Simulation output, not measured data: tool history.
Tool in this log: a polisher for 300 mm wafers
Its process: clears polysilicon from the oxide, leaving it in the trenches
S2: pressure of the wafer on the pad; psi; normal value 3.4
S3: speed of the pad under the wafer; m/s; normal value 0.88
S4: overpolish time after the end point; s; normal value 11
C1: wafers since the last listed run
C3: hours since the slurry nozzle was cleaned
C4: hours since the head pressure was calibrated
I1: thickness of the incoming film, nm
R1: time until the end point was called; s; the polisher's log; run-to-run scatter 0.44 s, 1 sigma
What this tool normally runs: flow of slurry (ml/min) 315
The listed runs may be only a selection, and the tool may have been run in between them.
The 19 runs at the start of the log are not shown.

-- hour=1187.3 worn pad replaced by a new one
run 20 hour=1231.4 | flow_of_slurry_(ml/min)=315 S2=3.8 S3=0.64 S4=6 | C1=887 wafers_polished_on_this_pad=672 C3=509.0 C4=99.3 | I1=347.5 | R1=33.3
run 21 hour=1287.3 | flow_of_slurry_(ml/min)=230 S2=3.9 S3=0.66 S4=8 | C1=851 wafers_polished_on_this_pad=1524 C3=564.9 C4=155.2 | I1=356.4 | R1=35.0
run 22 hour=1332.7 | flow_of_slurry_(ml/min)=315 S2=3.4 S3=0.88 S4=11 | C1=691 wafers_polished_on_this_pad=2216 C3=610.3 C4=200.6 | I1=349.3 | R1=28.3
-- hour=1374.9 slurry nozzle cleaned
run 23 hour=1375.4 | flow_of_slurry_(ml/min)=315 S2=3.4 S3=0.88 S4=11 | C1=635 wafers_polished_on_this_pad=2852 C3=0.5 C4=243.3 | I1=345.8 | R1=26.0
run 24 hour=1441.0 | flow_of_slurry_(ml/min)=315 S2=2.7 S3=1.00 S4=17 | C1=999 wafers_polished_on_this_pad=3852 C3=66.1 C4=308.9 | I1=347.3 | R1=28.3
run 25 hour=1479.7 | flow_of_slurry_(ml/min)=315 S2=2.5 S3=0.88 S4=11 | C1=589 wafers_polished_on_this_pad=4442 C3=104.8 C4=347.6 | I1=348.7 | R1=36.2
run 26 hour=1544.0 | flow_of_slurry_(ml/min)=355 S2=3.4 S3=0.60 S4=8 | C1=980 wafers_polished_on_this_pad=5422 C3=169.1 C4=411.9 | I1=356.7 | R1=38.9
run 27 hour=1587.1 | flow_of_slurry_(ml/min)=220 S2=2.3 S3=0.88 S4=11 | C1=656 wafers_polished_on_this_pad=6078 C3=212.2 C4=455.0 | I1=349.5 | R1=41.9
-- hour=1612.3 worn pad replaced by a new one
run 28 hour=1632.3 | flow_of_slurry_(ml/min)=315 S2=2.3 S3=1.16 S4=7 | C1=627 wafers_polished_on_this_pad=305 C3=257.4 C4=500.2 | I1=349.3 | R1=30.3
run 29 hour=1671.5 | flow_of_slurry_(ml/min)=315 S2=3.4 S3=0.88 S4=6 | C1=597 wafers_polished_on_this_pad=902 C3=296.6 C4=539.4 | I1=357.4 | R1=27.0
run 30 hour=1719.8 | flow_of_slurry_(ml/min)=315 S2=3.8 S3=1.12 S4=11 | C1=736 wafers_polished_on_this_pad=1638 C3=344.9 C4=587.7 | I1=345.1 | R1=19.7
run 31 hour=1754.5 | flow_of_slurry_(ml/min)=315 S2=2.3 S3=0.88 S4=16 | C1=528 wafers_polished_on_this_pad=2167 C3=379.6 C4=622.4 | I1=347.6 | R1=40.5
run 32 hour=1818.8 | flow_of_slurry_(ml/min)=315 S2=3.4 S3=0.88 S4=11 | C1=980 wafers_polished_on_this_pad=3147 C3=443.9 C4=686.7 | I1=345.2 | R1=27.0
run 33 hour=1886.8 | flow_of_slurry_(ml/min)=315 S2=3.4 S3=0.78 S4=7 | C1=1036 wafers_polished_on_this_pad=4184 C3=511.9 C4=754.7 | I1=345.6 | R1=30.6
run 34 hour=1948.3 | flow_of_slurry_(ml/min)=315 S2=3.4 S3=0.88 S4=11 | C1=937 wafers_polished_on_this_pad=5121 C3=573.4 C4=816.2 | I1=347.8 | R1=27.5

4 ways to go on from here, each from the tool as it stands after run 34. What would each give?
run A hour=1948.7 | flow_of_slurry_(ml/min)=315 S2=3.4 S3=0.88 S4=11 | C1=6 wafers_polished_on_this_pad=5127 C3=573.8 C4=816.6 | I1=354.6 | R1=?
run B hour=1948.7 | flow_of_slurry_(ml/min)=315 S2=3.4 S3=0.76 S4=11 | C1=6 wafers_polished_on_this_pad=5127 C3=573.8 C4=816.6 | I1=354.6 | R1=?
run C hour=1948.7 | flow_of_slurry_(ml/min)=315 S2=3.4 S3=1.02 S4=16 | C1=6 wafers_polished_on_this_pad=5127 C3=573.8 C4=816.6 | I1=354.6 | R1=?
run D hour=1948.7 | flow_of_slurry_(ml/min)=370 S2=3.4 S3=0.88 S4=11 | C1=6 wafers_polished_on_this_pad=5127 C3=573.8 C4=816.6 | I1=354.6 | R1=?

run=A R1=28.5
run=B R1=33.0
run=C R1=24.6
run=D R1=27.8
The same runs, with their run-to-run variation unchanged, on a tool lacking any hidden condition would have given:
run=A R1=26.5
run=B R1=30.7
run=C R1=22.9
run=D R1=26.2
